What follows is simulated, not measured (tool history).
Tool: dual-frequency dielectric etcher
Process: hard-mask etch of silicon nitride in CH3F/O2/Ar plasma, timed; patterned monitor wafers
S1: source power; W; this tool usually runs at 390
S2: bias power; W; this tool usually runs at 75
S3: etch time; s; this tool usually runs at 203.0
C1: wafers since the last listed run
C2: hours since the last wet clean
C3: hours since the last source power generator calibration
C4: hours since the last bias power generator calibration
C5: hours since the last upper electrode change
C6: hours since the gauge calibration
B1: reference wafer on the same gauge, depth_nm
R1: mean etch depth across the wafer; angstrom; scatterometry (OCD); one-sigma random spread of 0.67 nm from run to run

| run | hour | S1 | S2 | S3 | C1 | C2 | C3 | C4 | C5 | C6 | B1 | R1 |
|---|---|---|---|---|---|---|---|---|---|---|---|---|
| 1 | 0.0 | 390 | 75 | 203.0 | 0 | 505.6 | 2862.3 | 2886.3 | 5874.1 | 388.7 | 158.0 | 1408 |
| 2 | 13.6 | 390 | 71 | 203.0 | 72 | 519.2 | 2875.9 | 2899.9 | 5887.7 | 402.3 | 157.9 | 1361 |
| 3 | 48.3 | 390 | 71 | 203.0 | 184 | 553.9 | 2910.6 | 2934.6 | 5922.4 | 437.0 | 158.0 | 1364 |
|  | 66.5 | bias power generator calibrated |
| 4 | 69.8 | 390 | 71 | 203.0 | 93 | 575.4 | 2932.1 | 3.3 | 5943.9 | 458.5 | 157.9 | 1352 |
| 5 | 83.6 | 390 | 89 | 203.0 | 73 | 589.2 | 2945.9 | 17.1 | 5957.7 | 472.3 | 158.0 | 1539 |
| 6 | 118.1 | 390 | 75 | 203.0 | 183 | 623.7 | 2980.4 | 51.6 | 5992.2 | 506.8 | 158.0 | 1402 |
|  | 144.5 | upper electrode replaced |
|  | 148.6 | source power generator calibrated |
|  | 155.9 | wet clean of the chamber |
| 7 | 156.4 | 390 | 75 | 203.0 | 16 | 0.5 | 7.8 | 89.9 | 11.9 | 545.1 | 158.1 | 1407 |
| 8 | 162.2 | 390 | 79 | 203.0 | 30 | 6.3 | 13.6 | 95.7 | 17.7 | 550.9 | 158.0 | 1439 |
| 9 | 198.1 | 390 | 56 | 203.0 | 191 | 42.2 | 49.5 | 131.6 | 53.6 | 586.8 | 158.0 | 1175 |
| 10 | 215.0 | 350 | 75 | 203.0 | 90 | 59.1 | 66.4 | 148.5 | 70.5 | 603.7 | 158.0 | 1363 |
| 11 | 246.7 | 300 | 75 | 170.5 | 168 | 90.8 | 98.1 | 180.2 | 102.2 | 635.4 | 158.0 | 1093 |
| 12 | 270.6 | 480 | 75 | 229.0 | 127 | 114.7 | 122.0 | 204.1 | 126.1 | 659.3 | 158.0 | 1684 |
|  | 279.6 | gauge calibrated |
| 13 | 304.8 | 430 | 75 | 247.5 | 182 | 148.9 | 156.2 | 238.3 | 160.3 | 25.2 | 158.0 | 1761 |
| 14 | 333.7 | 390 | 68 | 203.0 | 153 | 177.8 | 185.1 | 267.2 | 189.2 | 54.1 | 157.9 | 1335 |
| 15 | 354.7 | 390 | 75 | 203.0 | 111 | 198.8 | 206.1 | 288.2 | 210.2 | 75.1 | 158.1 | 1396 |
| 16 | 370.6 | 390 | 75 | 203.0 | 84 | 214.7 | 222.0 | 304.1 | 226.1 | 91.0 | 158.1 | 1398 |
| 17 | 396.1 | 390 | 75 | 203.0 | 135 | 240.2 | 247.5 | 329.6 | 251.6 | 116.5 | 157.9 | 1413 |
| 18 | 421.9 | 470 | 83 | 203.0 | 137 | 266.0 | 273.3 | 355.4 | 277.4 | 142.3 | 158.0 | 1553 |
| 19 | 455.8 | 460 | 75 | 148.0 | 180 | 299.9 | 307.2 | 389.3 | 311.3 | 176.2 | 158.0 | 1073 |
| 20 | 485.9 | 430 | 85 | 257.0 | 160 | 330.0 | 337.3 | 419.4 | 341.4 | 206.3 | 158.1 | 1975 |
| 21 | 501.0 | 390 | 75 | 203.0 | 80 | 345.1 | 352.4 | 434.5 | 356.5 | 221.4 | 157.9 | 1397 |
| 22 | 516.7 | 390 | 75 | 203.0 | 83 | 360.8 | 368.1 | 450.2 | 372.2 | 237.1 | 158.2 | 1415 |
| 23 | 535.8 | 300 | 75 | 170.5 | 101 | 379.9 | 387.2 | 469.3 | 391.3 | 256.2 | 157.8 | 1088 |
| 24 | 554.7 | 470 | 68 | 203.0 | 100 | 398.8 | 406.1 | 488.2 | 410.2 | 275.1 | 157.9 | 1402 |
| 25 | 579.4 | 330 | 61 | 257.5 | 131 | 423.5 | 430.8 | 512.9 | 434.9 | 299.8 | 157.9 | 1498 |
| 26 | 596.1 | 490 | 61 | 151.0 | 88 | 440.2 | 447.5 | 529.6 | 451.6 | 316.5 | 157.9 | 993 |
| 27 | 617.1 | 300 | 68 | 183.0 | 111 | 461.2 | 468.5 | 550.6 | 472.6 | 337.5 | 157.9 | 1110 |
| 28 | 641.6 | 310 | 63 | 203.0 | 130 | 485.7 | 493.0 | 575.1 | 497.1 | 362.0 | 158.1 | 1180 |
| 29 | 672.6 | 390 | 75 | 203.0 | 165 | 516.7 | 524.0 | 606.1 | 528.1 | 393.0 | 158.0 | 1401 |
| 30 | 699.4 | 390 | 75 | 203.0 | 142 | 543.5 | 550.8 | 632.9 | 554.9 | 419.8 | 158.0 | 1400 |
| 31 | 742.5 | 330 | 87 | 184.0 | 229 | 586.6 | 593.9 | 676.0 | 598.0 | 462.9 | 157.9 | 1314 |

For each entry between runs, how does the tool's hidden state at the last listed run before it compare with that at the first listed run after it?
After run 3, before run 4: bias power generator calibrated (hour 66.5)
  no difference in the tool's unlogged condition between these two runs
After run 6, before run 7: upper electrode replaced (hour 144.5); source power generator calibrated (hour 148.6); wet clean of the chamber (hour 155.9)
  no difference in the tool's unlogged condition between these two runs
After run 12, before run 13: gauge calibrated (hour 279.6)
  no difference in the tool's unlogged condition between these two runs
